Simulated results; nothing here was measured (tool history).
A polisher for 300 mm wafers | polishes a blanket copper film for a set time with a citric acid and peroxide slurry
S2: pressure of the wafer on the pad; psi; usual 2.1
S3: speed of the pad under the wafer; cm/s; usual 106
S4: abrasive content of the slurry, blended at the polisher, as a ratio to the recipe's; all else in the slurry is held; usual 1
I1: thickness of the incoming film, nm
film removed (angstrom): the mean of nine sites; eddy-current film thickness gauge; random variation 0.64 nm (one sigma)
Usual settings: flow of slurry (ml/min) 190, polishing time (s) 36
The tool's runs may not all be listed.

Run 1, hour 0: usual settings but polishing time (s) 26; I1 503.6. Result: film removed (angstrom) 376.
Run 2, hour 38.8: usual settings but polishing time (s) 26; I1 507.7. Result: film removed (angstrom) 373.
Run 3, hour 65.7: usual settings; I1 497.1. Result: film removed (angstrom) 513.
Run 4, hour 130.2: usual settings; I1 497.6. Result: film removed (angstrom) 517.
At hour 133.1: head pressure recalibrated.
Run 5, hour 160.6: usual settings; I1 497.7. Result: film removed (angstrom) 523.
At hour 164.8: worn pad replaced by a new one.
Run 6, hour 194.9: usual settings; I1 497.8. Result: film removed (angstrom) 521.
At hour 257.9: slurry blender recalibrated.
At hour 298.1: slurry nozzle cleaned.
Run 7, hour 371.5: usual settings; I1 504.1. Result: film removed (angstrom) 487.
Run 8, hour 412.1: usual settings but flow of slurry (ml/min) 150, S3 116 cm/s; I1 491.2. Result: film removed (angstrom) 477.
Run 9, hour 464.8: usual settings but flow of slurry (ml/min) 150, S3 116 cm/s; I1 493.1. Result: film removed (angstrom) 460.
At hour 490.7: worn pad replaced by a new one.
Run 10, hour 503: usual settings but flow of slurry (ml/min) 150, S3 116 cm/s; I1 497. Result: film removed (angstrom) 454.
Run 11, hour 531.9: usual settings; I1 501.8. Result: film removed (angstrom) 446.
At hour 554: slurry nozzle cleaned, repeated, since the last time left the tool worse.
At hour 564.3: slurry blender recalibrated.
At hour 564.7: head pressure recalibrated.
Run 12, hour 586.4: usual settings; I1 500.3. Result: film removed (angstrom) 542.
Run 13, hour 612.3: usual settings but polishing time (s) 41; I1 495.4. Result: film removed (angstrom) 599.
Run 14, hour 647: usual settings but flow of slurry (ml/min) 240, S4 1.05; I1 504.9. Result: film removed (angstrom) 551.
Run 15, hour 703.1: usual settings but flow of slurry (ml/min) 210; I1 500.9. Result: film removed (angstrom) 531.
Run 16, hour 755.4: usual settings but S3 120 cm/s; I1 495.8. Result: film removed (angstrom) 598.
At hour 796.3: worn pad replaced by a new one.
Run 17, hour 863.9: usual settings but polishing time (s) 32; I1 500.9. Result: film removed (angstrom) 463.
At hour 865.9: slurry blender recalibrated.
At hour 888.7: head pressure recalibrated.
Run 18, hour 893.8: usual settings but S4 0.9, polishing time (s) 44; I1 498.5. Result: film removed (angstrom) 633.
Run 19, hour 919.8: usual settings but flow of slurry (ml/min) 140, S3 84 cm/s, S4 0.85; I1 500.8. Result: film removed (angstrom) 384.
Run 20, hour 956.6: usual settings; I1 490.5. Result: film removed (angstrom) 519.
Run 21, hour 1028.5: usual settings; I1 496.2. Result: film removed (angstrom) 515.
At hour 1065.4: worn pad replaced by a new one.
Run 22, hour 1096: usual settings but flow of slurry (ml/min) 245, S2 2.3 psi, S3 84 cm/s, S4 1.2; I1 506.4. Result: film removed (angstrom) 481.
At hour 1099.3: slurry nozzle cleaned.
At hour 1137.5: slurry blender recalibrated.
Run 23, hour 1215: usual settings; I1 498. Result: film removed (angstrom) 523.
Run 24, hour 1246: usual settings but flow of slurry (ml/min) 155, S2 1.9 psi, S3 132 cm/s, S4 0.9; I1 499.2. Result: film removed (angstrom) 552.
At hour 1254.4: head pressure recalibrated.
Run 25, hour 1315.2: usual settings but S2 1.8 psi; I1 502.5. Result: film removed (angstrom) 458.
Run 26, hour 1364.1: usual settings; I1 492.1. Result: film removed (angstrom) 525.
At hour 1392: worn pad replaced by a new one.
Run 27, hour 1400.5: usual settings; I1 506.1. Result: film removed (angstrom) 531.
At hour 1414.5: slurry blender recalibrated.
Run 28, hour 1447.5: usual settings; I1 509. Result: film removed (angstrom) 521.

Forecast each of these 4 alternatives for the next run:
Run A, hour 1447.9: usual settings; I1 498. Result: film removed (angstrom) ?.
Run B, hour 1447.9: usual settings but S4 0.75, polishing time (s) 45; I1 498. Result: film removed (angstrom) ?.
Run C, hour 1447.9: usual settings but flow of slurry (ml/min) 175, S2 1.8 psi, S3 132 cm/s, polishing time (s) 44; I1 498. Result: film removed (angstrom) ?.
Run D, hour 1447.9: usual settings but flow of slurry (ml/min) 145; I1 498. Result: film removed (angstrom) ?.

run  film removed (angstrom)
  A                      516
  B                      618
  C                      660
  D                      486
Without the tool's hidden state the same runs would have given:
run  film removed (angstrom)
  A                      536
  B                      642
  C                      687
  D                      511
